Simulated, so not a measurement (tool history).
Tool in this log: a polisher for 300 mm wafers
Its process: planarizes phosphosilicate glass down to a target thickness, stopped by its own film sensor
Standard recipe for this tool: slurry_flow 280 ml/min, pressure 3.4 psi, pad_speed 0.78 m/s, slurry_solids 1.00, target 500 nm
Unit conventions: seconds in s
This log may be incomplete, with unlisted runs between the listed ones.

run	hour	slurry_flow	pressure	pad_speed	slurry_solids	target	incoming thickness of the incoming film, nm	seconds
1	0.0	280	3.4	0.78	1.00	500	1107.1	83.4
2	9.2	280	3.4	0.78	1.00	500	1127.1	86.0
3	24.0	280	3.4	0.78	1.00	546	1117.3	73.8
4	31.0	280	3.4	0.78	1.00	546	1114.0	77.1
5	46.7	280	3.4	0.78	1.00	500	1098.3	80.1
6	56.8	280	3.4	0.78	1.00	500	1133.9	87.3
7	67.6	280	3.4	0.78	1.00	500	1103.6	83.7
8	81.8	280	3.4	0.78	1.00	500	1101.3	81.3
9	89.5	280	3.0	0.78	1.00	500	1129.3	97.7
# hour 94.9: worn pad replaced by a new one
10	98.7	280	3.0	0.78	1.00	500	1105.8	92.3
11	110.8	280	3.0	0.78	1.00	500	1106.3	96.2
12	123.1	280	3.4	0.78	1.00	500	1114.7	87.6
# hour 137.0: slurry nozzle cleaned
13	139.5	280	3.4	0.78	1.00	500	1127.2	91.3
14	152.9	280	3.4	0.92	1.00	500	1125.7	81.2
# hour 158.0: head pressure recalibrated
# hour 159.8: conditioning disc replaced and pad reconditioned
15	166.5	280	3.4	0.78	1.00	500	1125.7	79.9
16	175.9	280	3.4	0.78	1.15	302	1112.5	96.0
17	184.4	230	3.4	0.50	1.00	389	1117.9	127.6
18	201.6	185	3.4	1.06	1.30	500	1105.9	61.3
# hour 215.2: worn pad replaced by a new one
# hour 218.6: slurry blender recalibrated
19	229.6	280	3.4	0.78	1.10	500	1112.1	76.4
20	243.7	280	2.4	0.78	1.00	500	1106.1	107.2
21	258.7	280	3.1	0.78	0.85	500	1104.1	92.9
22	273.4	280	2.6	0.78	1.00	500	1109.4	100.9
23	286.0	235	3.4	0.78	1.00	500	1134.7	81.8
24	297.3	280	3.4	0.78	1.00	500	1103.0	79.3

What was the tool's hidden state at every run in the log?
removal rate lost through wear of the pad, %: 0 on each run
slurry flow missing at the pad, %: 0 on each run
deviation of the head's pressure from its setpoint, %: 0 on each run
abrasive missing from the slurry, %: 0 on each run
H1: time polished since the conditioner stopped cutting, s
run	H1
1	138
2	145
3	159
4	165
5	180
6	190
7	202
8	217
9	226
10	237
11	251
12	266
13	287
14	305
15	49.7
16	50.1
17	50.7
18	52.6
19	58
20	61.7
21	66.4
22	71.8
23	77
24	82.1
